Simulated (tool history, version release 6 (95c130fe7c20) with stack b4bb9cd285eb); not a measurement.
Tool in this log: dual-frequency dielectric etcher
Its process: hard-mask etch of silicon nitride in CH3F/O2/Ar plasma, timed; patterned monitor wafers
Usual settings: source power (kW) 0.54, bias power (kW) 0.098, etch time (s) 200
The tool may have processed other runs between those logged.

run   hour  source power (kW)  bias power (kW)  etch time (s)  read-back reference wafer on the same gauge, depth_nm  mean etch depth across the wafer (Å)
  1      0               0.54            0.098            200                                                    166                                  1811
        45  -- wet clean of the chamber
  2   79.5               0.54            0.098            200                                                  166.1                                  1822
  3  164.9               0.54            0.098            200                                                    166                                  1820
  4  219.6               0.54            0.113            200                                                  165.9                                  1957
  5  318.7               0.54            0.113            200                                                  166.3                                  1957
     361.8  -- source power generator calibrated
     385.8  -- upper electrode replaced
  6  386.3               0.54            0.113            200                                                  165.9                                  1953
     449.5  -- wet clean of the chamber
     450.6  -- bias power generator calibrated
  7  451.1               0.54            0.098            247                                                  166.3                                  2251
     484.3  -- gauge calibrated
  8  497.2               0.58            0.098          175.5                                                    166                                  1629
  9  603.6               0.43            0.111            231                                                  165.8                                  2070
 10  688.3               0.54            0.121            200                                                  165.9                                  2019
 11  759.5               0.54            0.098            254                                                  166.2                                  2309
     831.8  -- wet clean of the chamber
 12    851               0.43            0.111            231                                                  166.1                                  2094
 13  888.5                0.5            0.078            200                                                  165.9                                  1582
 14  958.2               0.54             0.12          164.5                                                  166.1                                  1663

5 options for the next run, each taken on its own from the tool as it stands now. Forecast them:
  A  958.7               0.54            0.098            200                                                      ?                                     ?
  B  958.7               0.66            0.119            200                                                      ?                                     ?
  C  958.7               0.54            0.098          236.5                                                      ?                                     ?
  D  958.7               0.46             0.11          223.5                                                      ?                                     ?
  E  958.7                0.6            0.076            200                                                      ?                                     ?

run  read-back reference wafer on the same gauge, depth_nm  mean etch depth across the wafer (Å)
  A                                                  165.9                                  1818
  B                                                  165.9                                  2127
  C                                                  165.9                                  2150
  D                                                  165.9                                  2040
  E                                                  165.9                                  1667
Take away the tool's hidden state, keep each run's random variation, and the runs would have read:
run  mean etch depth across the wafer (Å)
  A                                  1818
  B                                  2127
  C                                  2150
  D                                  2040
  E                                  1667

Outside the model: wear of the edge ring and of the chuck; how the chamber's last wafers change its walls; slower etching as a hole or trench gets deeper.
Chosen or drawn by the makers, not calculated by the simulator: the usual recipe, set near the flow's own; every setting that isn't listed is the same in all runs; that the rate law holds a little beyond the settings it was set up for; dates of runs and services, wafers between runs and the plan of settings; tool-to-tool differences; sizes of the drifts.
